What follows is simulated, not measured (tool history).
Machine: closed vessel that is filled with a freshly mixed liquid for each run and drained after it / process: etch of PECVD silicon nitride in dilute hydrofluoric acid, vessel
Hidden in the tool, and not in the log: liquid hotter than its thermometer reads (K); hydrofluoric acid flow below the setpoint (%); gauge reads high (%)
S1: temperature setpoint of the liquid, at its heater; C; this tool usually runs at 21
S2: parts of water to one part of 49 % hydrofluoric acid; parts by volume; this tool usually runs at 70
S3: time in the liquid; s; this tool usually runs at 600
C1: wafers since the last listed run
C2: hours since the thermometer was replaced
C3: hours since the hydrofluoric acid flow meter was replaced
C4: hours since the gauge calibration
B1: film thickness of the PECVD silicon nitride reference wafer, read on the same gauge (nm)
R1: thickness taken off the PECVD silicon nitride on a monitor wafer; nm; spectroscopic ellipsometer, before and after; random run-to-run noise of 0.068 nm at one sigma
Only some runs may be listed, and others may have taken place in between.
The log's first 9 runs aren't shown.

run 10 day=32.158 | S1=18 S2=70 S3=600 | C1=2798 C2=570.4 C3=1024.8 C4=2383.8 | B1=30.47 | R1=10.74
run 11 day=34.567 | S1=21 S2=70 S3=600 | C1=2883 C2=628.2 C3=1082.6 C4=2441.6 | B1=30.47 | R1=13.28
run 12 day=36.988 | S1=21 S2=100 S3=600 | C1=2898 C2=686.3 C3=1140.7 C4=2499.7 | B1=30.52 | R1=9.47
run 13 day=39.488 | S1=21 S2=70 S3=820 | C1=2993 C2=746.3 C3=1200.7 C4=2559.7 | B1=30.49 | R1=18.22
run 14 day=41.204 | S1=18 S2=70 S3=600 | C1=2055 C2=787.5 C3=1241.9 C4=2600.9 | B1=30.54 | R1=10.75
run 15 day=44.867 | S1=21 S2=55 S3=600 | C1=4385 C2=875.4 C3=1329.8 C4=2688.8 | B1=30.54 | R1=16.87
run 16 day=46.612 | S1=21 S2=70 S3=600 | C1=2090 C2=917.3 C3=1371.7 C4=2730.7 | B1=30.52 | R1=13.34
run 17 day=49.138 | S1=25 S2=70 S3=785 | C1=3023 C2=977.9 C3=1432.3 C4=2791.3 | B1=30.55 | R1=22.8
-- day=51.196 hydrofluoric acid flow meter replaced
run 18 day=52.467 | S1=18 S2=70 S3=600 | C1=3936 C2=1057.8 C3=30.5 C4=2871.2 | B1=30.57 | R1=10.87
run 19 day=54.488 | S1=21 S2=70 S3=495 | C1=2419 C2=1106.3 C3=79 C4=2919.7 | B1=30.57 | R1=10.98
run 20 day=57.979 | S1=21 S2=85 S3=600 | C1=4180 C2=1190.1 C3=162.8 C4=3003.5 | B1=30.58 | R1=10.99
run 21 day=61.271 | S1=18.5 S2=70 S3=600 | C1=3941 C2=1269.1 C3=241.8 C4=3082.5 | B1=30.6 | R1=11.11
run 22 day=65.425 | S1=17 S2=70 S3=510 | C1=4974 C2=1368.8 C3=341.5 C4=3182.2 | B1=30.62 | R1=8.54
run 23 day=67.358 | S1=23 S2=45 S3=745 | C1=2314 C2=1415.2 C3=387.9 C4=3228.6 | B1=30.65 | R1=29.01
run 24 day=70.454 | S1=18 S2=35 S3=300 | C1=3706 C2=1489.5 C3=462.2 C4=3302.9 | B1=30.66 | R1=10.63
-- day=71.092 gauge calibrated
run 25 day=73.367 | S1=17 S2=70 S3=510 | C1=3487 C2=1559.4 C3=532.1 C4=54.6 | B1=30 | R1=8.42
-- day=74.075 thermometer replaced
run 26 day=76.7 | S1=22.5 S2=70 S3=600 | C1=3941 C2=63 C3=612.1 C4=134.6 | B1=30 | R1=14.62
run 27 day=86.171 | S1=17.5 S2=60 S3=600 | C1=11339 C2=290.3 C3=839.4 C4=361.9 | B1=30.06 | R1=11.99
run 28 day=88.758 | S1=18 S2=95 S3=755 | C1=3098 C2=352.4 C3=901.5 C4=424 | B1=30.05 | R1=9.95
run 29 day=91.6 | S1=21 S2=70 S3=600 | C1=3402 C2=420.6 C3=969.7 C4=492.2 | B1=30.08 | R1=13.03
run 30 day=93.492 | S1=21 S2=70 S3=820 | C1=2265 C2=466 C3=1015.1 C4=537.6 | B1=30.08 | R1=17.97
run 31 day=97.808 | S1=23 S2=70 S3=600 | C1=5168 C2=569.6 C3=1118.7 C4=641.2 | B1=30.11 | R1=15.02
run 32 day=101.404 | S1=23.5 S2=55 S3=600 | C1=4305 C2=655.9 C3=1205 C4=727.5 | B1=30.11 | R1=19.53
run 33 day=103.304 | S1=19 S2=55 S3=830 | C1=2274 C2=701.5 C3=1250.6 C4=773.1 | B1=30.12 | R1=19.86

Alternative continuations, all from the tool just after run 33; predict every row:
run A day=103.338 | S1=21 S2=70 S3=785 | C1=39 C2=702.3 C3=1251.4 C4=773.9 | B1=? | R1=?
run B day=103.338 | S1=24 S2=70 S3=350 | C1=39 C2=702.3 C3=1251.4 C4=773.9 | B1=? | R1=?
run C day=103.338 | S1=26 S2=70 S3=350 | C1=39 C2=702.3 C3=1251.4 C4=773.9 | B1=? | R1=?

run=A B1=30.14 R1=17.09
run=B B1=30.14 R1=9.33
run=C B1=30.14 R1=10.66
The same runs, with their run-to-run variation unchanged, on a tool lacking any hidden condition would have given:
run=A R1=17.02
run=B R1=9.29
run=C R1=10.61

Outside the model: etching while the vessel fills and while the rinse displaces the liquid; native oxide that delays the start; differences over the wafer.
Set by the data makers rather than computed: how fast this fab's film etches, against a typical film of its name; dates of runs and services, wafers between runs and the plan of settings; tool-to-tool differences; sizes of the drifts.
